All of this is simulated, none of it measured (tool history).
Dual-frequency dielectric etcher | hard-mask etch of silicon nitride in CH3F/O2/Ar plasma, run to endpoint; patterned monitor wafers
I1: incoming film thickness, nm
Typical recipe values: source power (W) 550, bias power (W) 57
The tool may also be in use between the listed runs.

{"run": 1, "hour": 0.0, "source power (W)": 550, "bias power (W)": 53, "I1": 36.32, "endpoint time (s)": 48.2}
{"run": 2, "hour": 6.0, "source power (W)": 550, "bias power (W)": 57, "I1": 35.93, "endpoint time (s)": 47.4}
{"run": 3, "hour": 21.7, "source power (W)": 640, "bias power (W)": 57, "I1": 36.37, "endpoint time (s)": 45.4}
{"run": 4, "hour": 33.4, "source power (W)": 640, "bias power (W)": 57, "I1": 35.8, "endpoint time (s)": 44.5}
{"run": 5, "hour": 48.1, "source power (W)": 640, "bias power (W)": 57, "I1": 36.33, "endpoint time (s)": 45.3}
{"run": 6, "hour": 67.1, "source power (W)": 550, "bias power (W)": 57, "I1": 35.93, "endpoint time (s)": 48.3}
{"run": 7, "hour": 74.5, "source power (W)": 550, "bias power (W)": 57, "I1": 36.6, "endpoint time (s)": 49.1}
{"run": 8, "hour": 81.5, "source power (W)": 550, "bias power (W)": 57, "I1": 35.99, "endpoint time (s)": 48.4}
{"run": 9, "hour": 96.9, "source power (W)": 550, "bias power (W)": 57, "I1": 36.18, "endpoint time (s)": 48}
{"run": 10, "hour": 127.8, "source power (W)": 550, "bias power (W)": 57, "I1": 36.2, "endpoint time (s)": 48.8}
{"run": 11, "hour": 140.2, "source power (W)": 550, "bias power (W)": 61, "I1": 36.04, "endpoint time (s)": 47.8}
{"hour": 171.2, "done": "bias power generator calibrated"}
{"hour": 174.7, "done": "upper electrode replaced"}
{"run": 12, "hour": 175.2, "source power (W)": 550, "bias power (W)": 61, "I1": 36.41, "endpoint time (s)": 48.3}
{"run": 13, "hour": 182.6, "source power (W)": 550, "bias power (W)": 61, "I1": 36.14, "endpoint time (s)": 48.5}
{"run": 14, "hour": 199.8, "source power (W)": 550, "bias power (W)": 49, "I1": 35.87, "endpoint time (s)": 50.4}
{"run": 15, "hour": 209.7, "source power (W)": 550, "bias power (W)": 49, "I1": 36.36, "endpoint time (s)": 50.6}
{"run": 16, "hour": 224.2, "source power (W)": 550, "bias power (W)": 61, "I1": 36.26, "endpoint time (s)": 47.9}
{"hour": 235.2, "done": "source power generator calibrated"}
{"run": 17, "hour": 235.9, "source power (W)": 550, "bias power (W)": 57, "I1": 35.86, "endpoint time (s)": 48.1}
{"run": 18, "hour": 251.3, "source power (W)": 440, "bias power (W)": 52, "I1": 36.46, "endpoint time (s)": 56.7}
{"run": 19, "hour": 259.5, "source power (W)": 550, "bias power (W)": 57, "I1": 36.18, "endpoint time (s)": 50.1}
{"run": 20, "hour": 276.9, "source power (W)": 420, "bias power (W)": 57, "I1": 37.02, "endpoint time (s)": 57.8}
{"run": 21, "hour": 283.2, "source power (W)": 640, "bias power (W)": 65, "I1": 36.2, "endpoint time (s)": 44.4}
{"run": 22, "hour": 297.2, "source power (W)": 640, "bias power (W)": 62, "I1": 36.16, "endpoint time (s)": 45.4}
{"run": 23, "hour": 312.0, "source power (W)": 500, "bias power (W)": 47, "I1": 36.12, "endpoint time (s)": 54.7}
{"run": 24, "hour": 326.7, "source power (W)": 550, "bias power (W)": 57, "I1": 36.62, "endpoint time (s)": 50.7}
{"run": 25, "hour": 341.2, "source power (W)": 550, "bias power (W)": 57, "I1": 35.81, "endpoint time (s)": 50.4}
{"run": 26, "hour": 356.4, "source power (W)": 470, "bias power (W)": 68, "I1": 35.74, "endpoint time (s)": 50.3}
{"hour": 383.5, "done": "wet clean of the chamber"}
{"run": 27, "hour": 384.0, "source power (W)": 670, "bias power (W)": 67, "I1": 36.49, "endpoint time (s)": 42.4}
{"run": 28, "hour": 390.2, "source power (W)": 410, "bias power (W)": 57, "I1": 36.45, "endpoint time (s)": 54.6}
{"run": 29, "hour": 407.1, "source power (W)": 440, "bias power (W)": 70, "I1": 36.11, "endpoint time (s)": 50.6}
{"run": 30, "hour": 417.0, "source power (W)": 630, "bias power (W)": 63, "I1": 36.45, "endpoint time (s)": 44.8}
{"run": 31, "hour": 427.4, "source power (W)": 650, "bias power (W)": 52, "I1": 36.07, "endpoint time (s)": 45.9}
{"run": 32, "hour": 439.2, "source power (W)": 600, "bias power (W)": 71, "I1": 35.86, "endpoint time (s)": 43.1}
{"run": 33, "hour": 451.8, "source power (W)": 610, "bias power (W)": 52, "I1": 36.11, "endpoint time (s)": 47.1}
{"run": 34, "hour": 463.5, "source power (W)": 550, "bias power (W)": 57, "I1": 36.14, "endpoint time (s)": 48.8}
{"run": 35, "hour": 479.3, "source power (W)": 450, "bias power (W)": 63, "I1": 36.05, "endpoint time (s)": 51.3}
{"run": 36, "hour": 501.3, "source power (W)": 680, "bias power (W)": 63, "I1": 35.95, "endpoint time (s)": 43}

The tool's hidden state at each run:
source power that arrives over what is set, %: 0 across all the runs
bias power that arrives over what is set, %: 0 across all the runs
H1: etch rate over this chamber's usual, %
run=1 H1=-0.397
run=2 H1=-0.474
run=3 H1=-0.675
run=4 H1=-0.824
run=5 H1=-1.01
run=6 H1=-1.26
run=7 H1=-1.35
run=8 H1=-1.44
run=9 H1=-1.64
run=10 H1=-2.03
run=11 H1=-2.19
run=12 H1=-2.64
run=13 H1=-2.73
run=14 H1=-2.95
run=15 H1=-3.08
run=16 H1=-3.27
run=17 H1=-3.42
run=18 H1=-3.61
run=19 H1=-3.72
run=20 H1=-3.94
run=21 H1=-4.02
run=22 H1=-4.2
run=23 H1=-4.39
run=24 H1=-4.58
run=25 H1=-4.76
run=26 H1=-4.96
run=27 H1=-0.795
run=28 H1=-0.874
run=29 H1=-1.09
run=30 H1=-1.22
run=31 H1=-1.35
run=32 H1=-1.5
run=33 H1=-1.66
run=34 H1=-1.81
run=35 H1=-2.01
run=36 H1=-2.3
